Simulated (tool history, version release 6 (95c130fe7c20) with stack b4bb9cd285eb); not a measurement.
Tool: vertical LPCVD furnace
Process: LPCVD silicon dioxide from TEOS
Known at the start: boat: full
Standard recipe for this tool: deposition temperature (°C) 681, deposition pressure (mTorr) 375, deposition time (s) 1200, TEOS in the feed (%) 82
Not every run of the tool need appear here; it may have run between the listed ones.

| run | hour | deposition temperature (°C) | deposition pressure (mTorr) | deposition time (s) | TEOS in the feed (%) | wafers since the last listed run | hours since the last temperature calibration | hours since the pressure gauge was zeroed | hours since the TEOS flow controller was replaced | hours since the gauge calibration | read-back reference wafer on the same gauge, thickness | film thickness on the monitor wafer in the middle of the boat (nm) |
|---|---|---|---|---|---|---|---|---|---|---|---|---|
| 1 | 0 | 681 | 375 | 1200 | 82 | 0 | 2093.1 | 3088.2 | 6777.8 | 289.8 | 110.01 | 103.58 |
| 2 | 12.2 | 681 | 375 | 1200 | 82 | 226 | 2105.3 | 3100.4 | 6790 | 302 | 110.06 | 103.56 |
| 3 | 29.4 | 681 | 375 | 1200 | 75 | 319 | 2122.5 | 3117.6 | 6807.2 | 319.2 | 109.89 | 98.98 |
| 4 | 47.6 | 681 | 375 | 1200 | 82 | 337 | 2140.7 | 3135.8 | 6825.4 | 337.4 | 110.21 | 103.03 |
| 5 | 64.9 | 681 | 375 | 1200 | 82 | 321 | 2158 | 3153.1 | 6842.7 | 354.7 | 110.08 | 103.99 |
| 6 | 95.4 | 681 | 375 | 1200 | 82 | 566 | 2188.5 | 3183.6 | 6873.2 | 385.2 | 109.86 | 103.72 |
| 7 | 125 | 681 | 375 | 1200 | 82 | 549 | 2218.1 | 3213.2 | 6902.8 | 414.8 | 110.04 | 103.38 |
| 8 | 149.9 | 681 | 375 | 1200 | 82 | 462 | 2243 | 3238.1 | 6927.7 | 439.7 | 109.93 | 103.45 |
|  | 188.3 | pressure gauge zeroed |
| 9 | 188.8 | 681 | 375 | 1200 | 82 | 276 | 2281.9 | 0.5 | 6966.6 | 478.6 | 110.14 | 103.98 |
| 10 | 198.7 | 681 | 375 | 1590 | 82 | 183 | 2291.8 | 10.4 | 6976.5 | 488.5 | 110.08 | 136.16 |
| 11 | 234.7 | 681 | 375 | 1590 | 82 | 668 | 2327.8 | 46.4 | 7012.5 | 524.5 | 110.15 | 136.82 |
| 12 | 269.4 | 681 | 375 | 1200 | 93 | 644 | 2362.5 | 81.1 | 7047.2 | 559.2 | 109.74 | 110.29 |
| 13 | 283.9 | 681 | 375 | 1200 | 82 | 269 | 2377 | 95.6 | 7061.7 | 573.7 | 110.08 | 103.32 |
|  | 324 | thermocouples replaced and temperature profile calibrated |
| 14 | 324.5 | 669 | 375 | 1200 | 82 | 308 | 0.5 | 136.2 | 7102.3 | 614.3 | 110.07 | 76.75 |
| 15 | 337 | 681 | 320 | 1200 | 82 | 232 | 13 | 148.7 | 7114.8 | 626.8 | 109.85 | 95.78 |
|  | 345.3 | gauge calibrated |
| 16 | 363.2 | 675 | 375 | 1200 | 82 | 486 | 39.2 | 174.9 | 7141 | 17.9 | 109.96 | 89.68 |
| 17 | 386.1 | 681 | 375 | 1200 | 82 | 425 | 62.1 | 197.8 | 7163.9 | 40.8 | 110.07 | 103.73 |
|  | 411.8 | TEOS flow controller replaced |
| 18 | 412.3 | 677 | 290 | 870 | 69 | 40 | 88.3 | 224 | 0.5 | 67 | 110.11 | 54.88 |
| 19 | 416.3 | 685 | 375 | 1200 | 82 | 74 | 92.3 | 228 | 4.5 | 71 | 109.96 | 113.77 |
| 20 | 443.8 | 681 | 345 | 1200 | 82 | 510 | 119.8 | 255.5 | 32 | 98.5 | 110 | 100.12 |
| 21 | 478.4 | 681 | 435 | 1200 | 82 | 642 | 154.4 | 290.1 | 66.6 | 133.1 | 109.93 | 111.85 |
| 22 | 494.6 | 693 | 295 | 1410 | 91 | 300 | 170.6 | 306.3 | 82.8 | 149.3 | 109.98 | 152.3 |
| 23 | 515.1 | 681 | 375 | 1200 | 76 | 380 | 191.1 | 326.8 | 103.3 | 169.8 | 110.1 | 99.82 |

Forecast each of these 5 alternatives for the next run:
| A | 519.2 | 681 | 375 | 1440 | 82 | 76 | 195.2 | 330.9 | 107.4 | 173.9 | ? | ? |
| B | 519.2 | 670 | 375 | 1350 | 71 | 76 | 195.2 | 330.9 | 107.4 | 173.9 | ? | ? |
| C | 519.2 | 672 | 375 | 840 | 82 | 76 | 195.2 | 330.9 | 107.4 | 173.9 | ? | ? |
| D | 519.2 | 681 | 375 | 1650 | 89 | 76 | 195.2 | 330.9 | 107.4 | 173.9 | ? | ? |
| E | 519.2 | 675 | 430 | 1410 | 82 | 76 | 195.2 | 330.9 | 107.4 | 173.9 | ? | ? |

| run | read-back reference wafer on the same gauge, thickness | film thickness on the monitor wafer in the middle of the boat (nm) |
|---|---|---|
| A | 109.99 | 123.94 |
| B | 109.99 | 82.58 |
| C | 109.99 | 58.02 |
| D | 109.99 | 147.95 |
| E | 109.99 | 112.28 |
Without the tool's hidden state the same runs would have given:
| run | film thickness on the monitor wafer in the middle of the boat (nm) |
|---|---|
| A | 123.94 |
| B | 82.58 |
| C | 58.02 |
| D | 147.95 |
| E | 112.28 |
